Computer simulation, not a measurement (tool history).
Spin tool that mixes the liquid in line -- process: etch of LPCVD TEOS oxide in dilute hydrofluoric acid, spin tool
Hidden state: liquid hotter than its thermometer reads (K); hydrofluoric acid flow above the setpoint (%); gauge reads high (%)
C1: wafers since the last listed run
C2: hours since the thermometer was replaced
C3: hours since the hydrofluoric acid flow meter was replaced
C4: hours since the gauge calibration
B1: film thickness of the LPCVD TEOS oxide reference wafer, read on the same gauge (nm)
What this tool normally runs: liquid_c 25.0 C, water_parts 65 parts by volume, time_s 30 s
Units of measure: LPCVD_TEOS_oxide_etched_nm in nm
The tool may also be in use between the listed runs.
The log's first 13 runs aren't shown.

run 14 hour=178.7 | liquid_c=25.0 water_parts=65 time_s=30 | C1=185 C2=83.6 C3=38.7 C4=445.9 | B1=119.99 | LPCVD_TEOS_oxide_etched_nm=28.94
run 15 hour=191.4 | liquid_c=25.0 water_parts=65 time_s=30 | C1=154 C2=96.3 C3=51.4 C4=458.6 | B1=119.97 | LPCVD_TEOS_oxide_etched_nm=29.19
run 16 hour=203.4 | liquid_c=25.0 water_parts=65 time_s=30 | C1=146 C2=108.3 C3=63.4 C4=470.6 | B1=120.00 | LPCVD_TEOS_oxide_etched_nm=29.16
run 17 hour=217.8 | liquid_c=25.0 water_parts=65 time_s=30 | C1=175 C2=122.7 C3=77.8 C4=485.0 | B1=120.00 | LPCVD_TEOS_oxide_etched_nm=29.14
-- hour=229.9 gauge calibrated
run 18 hour=233.5 | liquid_c=25.0 water_parts=65 time_s=30 | C1=191 C2=138.4 C3=93.5 C4=3.6 | B1=119.98 | LPCVD_TEOS_oxide_etched_nm=29.20
run 19 hour=241.5 | liquid_c=27.0 water_parts=65 time_s=30 | C1=97 C2=146.4 C3=101.5 C4=11.6 | B1=120.03 | LPCVD_TEOS_oxide_etched_nm=31.89
run 20 hour=257.6 | liquid_c=25.0 water_parts=65 time_s=40 | C1=196 C2=162.5 C3=117.6 C4=27.7 | B1=120.03 | LPCVD_TEOS_oxide_etched_nm=38.84
run 21 hour=270.2 | liquid_c=25.0 water_parts=65 time_s=30 | C1=153 C2=175.1 C3=130.2 C4=40.3 | B1=119.97 | LPCVD_TEOS_oxide_etched_nm=29.24
run 22 hour=287.3 | liquid_c=28.0 water_parts=65 time_s=30 | C1=208 C2=192.2 C3=147.3 C4=57.4 | B1=120.01 | LPCVD_TEOS_oxide_etched_nm=33.34
run 23 hour=300.6 | liquid_c=26.5 water_parts=80 time_s=30 | C1=162 C2=205.5 C3=160.6 C4=70.7 | B1=119.98 | LPCVD_TEOS_oxide_etched_nm=25.19
run 24 hour=312.6 | liquid_c=22.0 water_parts=45 time_s=15 | C1=146 C2=217.5 C3=172.6 C4=82.7 | B1=119.98 | LPCVD_TEOS_oxide_etched_nm=19.35
run 25 hour=326.9 | liquid_c=25.0 water_parts=45 time_s=40 | C1=174 C2=231.8 C3=186.9 C4=97.0 | B1=120.05 | LPCVD_TEOS_oxide_etched_nm=58.83
run 26 hour=333.7 | liquid_c=21.0 water_parts=85 time_s=40 | C1=82 C2=238.6 C3=193.7 C4=103.8 | B1=119.98 | LPCVD_TEOS_oxide_etched_nm=25.21
run 27 hour=347.7 | liquid_c=25.0 water_parts=65 time_s=30 | C1=170 C2=252.6 C3=207.7 C4=117.8 | B1=120.00 | LPCVD_TEOS_oxide_etched_nm=29.64
run 28 hour=363.0 | liquid_c=20.5 water_parts=65 time_s=30 | C1=186 C2=267.9 C3=223.0 C4=133.1 | B1=120.00 | LPCVD_TEOS_oxide_etched_nm=24.48
run 29 hour=376.5 | liquid_c=21.5 water_parts=85 time_s=30 | C1=164 C2=281.4 C3=236.5 C4=146.6 | B1=120.01 | LPCVD_TEOS_oxide_etched_nm=19.44
run 30 hour=386.8 | liquid_c=27.5 water_parts=50 time_s=30 | C1=125 C2=291.7 C3=246.8 C4=156.9 | B1=119.97 | LPCVD_TEOS_oxide_etched_nm=44.19
run 31 hour=402.6 | liquid_c=25.0 water_parts=65 time_s=45 | C1=192 C2=307.5 C3=262.6 C4=172.7 | B1=120.00 | LPCVD_TEOS_oxide_etched_nm=45.40
run 32 hour=420.0 | liquid_c=26.5 water_parts=90 time_s=50 | C1=212 C2=324.9 C3=280.0 C4=190.1 | B1=120.02 | LPCVD_TEOS_oxide_etched_nm=37.52
run 33 hour=426.1 | liquid_c=27.0 water_parts=75 time_s=15 | C1=74 C2=331.0 C3=286.1 C4=196.2 | B1=119.98 | LPCVD_TEOS_oxide_etched_nm=13.85
run 34 hour=438.3 | liquid_c=23.5 water_parts=65 time_s=50 | C1=148 C2=343.2 C3=298.3 C4=208.4 | B1=120.01 | LPCVD_TEOS_oxide_etched_nm=47.41

What if the next run were any one of these 3? Each begins from the tool's condition after run 34:
run A hour=438.7 | liquid_c=21.0 water_parts=65 time_s=30 | C1=4 C2=343.6 C3=298.7 C4=208.8 | B1=? | LPCVD_TEOS_oxide_etched_nm=?
run B hour=438.7 | liquid_c=27.5 water_parts=85 time_s=50 | C1=4 C2=343.6 C3=298.7 C4=208.8 | B1=? | LPCVD_TEOS_oxide_etched_nm=?
run C hour=438.7 | liquid_c=25.0 water_parts=65 time_s=15 | C1=4 C2=343.6 C3=298.7 C4=208.8 | B1=? | LPCVD_TEOS_oxide_etched_nm=?

run=A B1=119.94 LPCVD_TEOS_oxide_etched_nm=25.63
run=B B1=119.94 LPCVD_TEOS_oxide_etched_nm=41.45
run=C B1=119.94 LPCVD_TEOS_oxide_etched_nm=15.10
With the hidden condition removed and each run's random variation left untouched, the same runs would have given:
run=A LPCVD_TEOS_oxide_etched_nm=24.13
run=B LPCVD_TEOS_oxide_etched_nm=38.94
run=C LPCVD_TEOS_oxide_etched_nm=14.22

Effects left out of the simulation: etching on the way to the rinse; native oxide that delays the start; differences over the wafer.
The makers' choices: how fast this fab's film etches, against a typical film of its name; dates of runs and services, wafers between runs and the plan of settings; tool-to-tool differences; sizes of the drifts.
